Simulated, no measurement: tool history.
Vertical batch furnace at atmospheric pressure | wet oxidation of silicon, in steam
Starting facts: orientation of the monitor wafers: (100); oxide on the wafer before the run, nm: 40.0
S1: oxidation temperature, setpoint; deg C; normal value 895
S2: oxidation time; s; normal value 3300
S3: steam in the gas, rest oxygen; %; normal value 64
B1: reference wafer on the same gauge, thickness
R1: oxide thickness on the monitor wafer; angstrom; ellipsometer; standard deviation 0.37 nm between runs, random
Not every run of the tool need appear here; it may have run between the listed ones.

| run | hour | S1 | S2 | S3 | B1 | R1 |
|---|---|---|---|---|---|---|
| 1 | 0.0 | 895 | 4380 | 64 | 117.09 | 1413.4 |
| 2 | 93.9 | 895 | 4380 | 64 | 117.09 | 1402.8 |
| 3 | 187.5 | 895 | 4380 | 64 | 117.14 | 1406.9 |
|  | 190.9 | gauge calibrated |
| 4 | 240.8 | 895 | 3300 | 64 | 117.14 | 1166.3 |
| 5 | 325.8 | 895 | 3300 | 64 | 117.10 | 1159.4 |
| 6 | 402.1 | 895 | 2940 | 68 | 116.94 | 1124.4 |
| 7 | 484.1 | 895 | 2940 | 68 | 116.99 | 1116.8 |
| 8 | 587.8 | 895 | 2940 | 68 | 117.00 | 1118.7 |
| 9 | 674.5 | 895 | 3300 | 64 | 117.13 | 1160.1 |
| 10 | 714.2 | 895 | 3300 | 64 | 117.04 | 1153.5 |
| 11 | 811.2 | 895 | 3300 | 64 | 116.96 | 1149.6 |
| 12 | 889.7 | 895 | 3300 | 64 | 117.22 | 1150.7 |
| 13 | 946.3 | 895 | 3300 | 64 | 117.11 | 1155.2 |
| 14 | 1029.0 | 895 | 3300 | 64 | 116.95 | 1154.2 |
| 15 | 1082.0 | 895 | 3300 | 67 | 117.06 | 1183.7 |
| 16 | 1139.6 | 895 | 3300 | 67 | 116.92 | 1192.0 |
| 17 | 1230.4 | 887 | 4110 | 58 | 116.98 | 1143.7 |
| 18 | 1330.3 | 913 | 1740 | 69 | 116.97 | 966.6 |
|  | 1377.6 | steam generator serviced |
| 19 | 1378.1 | 895 | 4380 | 64 | 117.03 | 1418.0 |
| 20 | 1480.8 | 895 | 4080 | 58 | 116.90 | 1266.6 |
|  | 1552.1 | thermocouples replaced and temperature profile calibrated |
| 21 | 1587.1 | 895 | 2190 | 64 | 117.01 | 916.9 |
| 22 | 1674.6 | 908 | 3780 | 71 | 116.87 | 1558.1 |
| 23 | 1759.6 | 887 | 3300 | 69 | 116.98 | 1125.1 |
|  | 1854.9 | gauge calibrated |
| 24 | 1857.4 | 909 | 4560 | 70 | 117.14 | 1774.1 |
| 25 | 1955.0 | 887 | 3300 | 69 | 116.97 | 1120.2 |
| 26 | 2014.3 | 918 | 3990 | 53 | 117.02 | 1439.9 |
| 27 | 2114.1 | 872 | 4050 | 53 | 116.94 | 922.6 |
| 28 | 2168.4 | 884 | 4260 | 74 | 116.92 | 1331.9 |
| 29 | 2226.0 | 895 | 3300 | 64 | 117.05 | 1155.8 |
| 30 | 2309.4 | 877 | 2010 | 64 | 117.15 | 743.6 |
| 31 | 2397.9 | 895 | 3900 | 64 | 117.13 | 1284.8 |
| 32 | 2442.8 | 876 | 3300 | 70 | 116.98 | 1004.3 |
| 33 | 2702.4 | 905 | 3300 | 64 | 117.05 | 1278.9 |

Forecast each of these 4 alternatives for the next run:
| A | 2707.6 | 895 | 3300 | 64 | ? | ? |
| B | 2707.6 | 895 | 1650 | 60 | ? | ? |
| C | 2707.6 | 907 | 3300 | 71 | ? | ? |
| D | 2707.6 | 874 | 2730 | 54 | ? | ? |

| run | B1 | R1 |
|---|---|---|
| A | 117.06 | 1151.9 |
| B | 117.06 | 753.0 |
| C | 117.06 | 1391.9 |
| D | 117.06 | 769.5 |
The same runs, with their run-to-run variation unchanged, on a tool lacking any hidden condition would have given:
| run | R1 |
|---|---|
| A | 1185.7 |
| B | 769.9 |
| C | 1435.2 |
| D | 787.2 |
